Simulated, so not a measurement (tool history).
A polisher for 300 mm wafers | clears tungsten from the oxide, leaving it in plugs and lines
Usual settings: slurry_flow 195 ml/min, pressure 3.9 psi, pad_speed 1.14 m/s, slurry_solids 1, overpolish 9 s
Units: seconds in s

run,hour,slurry_flow,pressure,pad_speed,slurry_solids,overpolish,wafers since the last listed run,wafers polished on this pad,hours since the slurry nozzle was cleaned,hours since the head pressure was calibrated,hours since the slurry blender was calibrated,hours since the slurry got fresh peroxide,"incoming thickness of the incoming film, nm",seconds
1,0,195,3.9,1.14,1,9,0,1639,705.2,978.1,81.2,251.4,593.2,107.6
# hour 22: slurry nozzle cleaned
2,67.8,195,3.9,1.14,1,9,743,2382,45.8,1045.9,149,319.2,597.5,111.6
# hour 111.3: head pressure recalibrated
3,117.8,195,3.9,1.14,1,9,534,2916,95.8,6.5,199,369.2,611.3,116.2
4,159.9,195,3.9,1.14,1,9,468,3385,137.9,48.6,241.1,411.3,593.1,114.2
# hour 174.2: slurry tank refilled with fresh slurry and peroxide
# hour 208.3: worn pad replaced by a new one, repeated, since the last time left the tool worse
5,216.7,195,3.9,1.14,1,12,576,93,194.7,105.4,297.9,42.5,593.7,94.2
6,287.3,195,3.9,1.14,1,12,785,879,265.3,176,368.5,113.1,604.5,101.1
7,331.9,195,3.9,1.14,0.85,9,496,1375,309.9,220.6,413.1,157.7,596.2,102.1
# hour 362.5: slurry blender recalibrated
8,393.7,195,3.9,1.14,1,9,665,2041,371.7,282.4,31.2,219.5,608.1,100.9
9,434.5,130,3.3,1.14,0.85,12,453,2495,412.5,323.2,72,260.3,595.1,125
10,491,170,2.6,1.14,1.15,13,628,3123,469,379.7,128.5,316.8,602.2,137.1
11,533.1,195,3.9,1.14,0.9,9,468,3592,511.1,421.8,170.6,358.9,587.9,101.8
# hour 535.2: slurry tank refilled with fresh slurry and peroxide
# hour 602.8: worn pad replaced by a new one
12,613.6,195,2.7,1.14,0.8,9,840,120,591.6,502.3,251.1,78.4,595.8,132.2
13,659.2,165,3.9,1.14,1,14,507,628,637.2,547.9,296.7,124,594,98.9
14,722,195,3.9,1.14,1,9,698,1326,700,610.7,359.5,186.8,597.4,96.2
# hour 747.5: slurry blender recalibrated
15,765.6,265,3.9,1.14,1,5,462,1789,743.6,654.3,18.1,230.4,610.2,97.6
16,818.2,195,2.7,0.76,1,11,585,2375,796.2,706.9,70.7,283,602.9,192.9
# hour 862.4: slurry nozzle cleaned
17,865.1,195,3.9,0.8,1,9,510,2885,2.7,753.8,117.6,329.9,599.4,139.2
18,916.3,195,3.9,1.14,1,9,569,3455,53.9,805,168.8,381.1,600,103.2
# hour 929.1: slurry tank refilled with fresh slurry and peroxide
19,966,130,3.9,1.14,1,11,541,3997,103.6,854.7,218.5,36.9,590.9,109.1
# hour 978.9: worn pad replaced by a new one
20,1002.1,195,3.9,1.14,1,11,357,258,139.7,890.8,254.6,73,586.7,91.5
21,1036.6,195,4.8,1.42,1.15,12,383,642,174.2,925.3,289.1,107.5,597.3,64.8
22,1064,195,3.9,1.14,1,9,304,946,201.6,952.7,316.5,134.9,597.5,97.2
23,1106.6,140,3.9,1.14,1,9,474,1420,244.2,995.3,359.1,177.5,611.4,107.8
# hour 1120.8: slurry blender recalibrated
24,1170.6,195,4.9,0.92,1,9,689,2110,308.2,1059.3,49.8,241.5,600.5,101
25,1221.2,195,3.5,0.92,1,6,563,2673,358.8,1109.9,100.4,292.1,612,135.8
26,1291.9,165,3.9,1.14,1,9,786,3460,429.5,1180.6,171.1,362.8,597.5,102.8

Measured less the same run without the tool's hidden state. The same run-to-run variation is in both; the gauge's scatter may not be:
The hidden state here: removal rate lost through wear of the pad, %; slurry flow missing at the pad, %; deviation of the head's pressure from its setpoint, %; abrasive missing from the slurry, %; peroxide lost from the slurry, %.
run,seconds
1,+13.5
2,+15.1
3,+16.7
4,+17.1
5,+0.2
6,+1.3
7,+2.1
8,+2.9
9,+4.4
10,+6
11,+5.1
12,+0.4
13,+1
14,+1.9
15,+2.6
16,+6.6
17,+5.7
18,+5
19,+6.1
20,+0.6
21,+0.8
22,+1.6
23,+2.5
24,+3.3
25,+5.5
26,+5.2

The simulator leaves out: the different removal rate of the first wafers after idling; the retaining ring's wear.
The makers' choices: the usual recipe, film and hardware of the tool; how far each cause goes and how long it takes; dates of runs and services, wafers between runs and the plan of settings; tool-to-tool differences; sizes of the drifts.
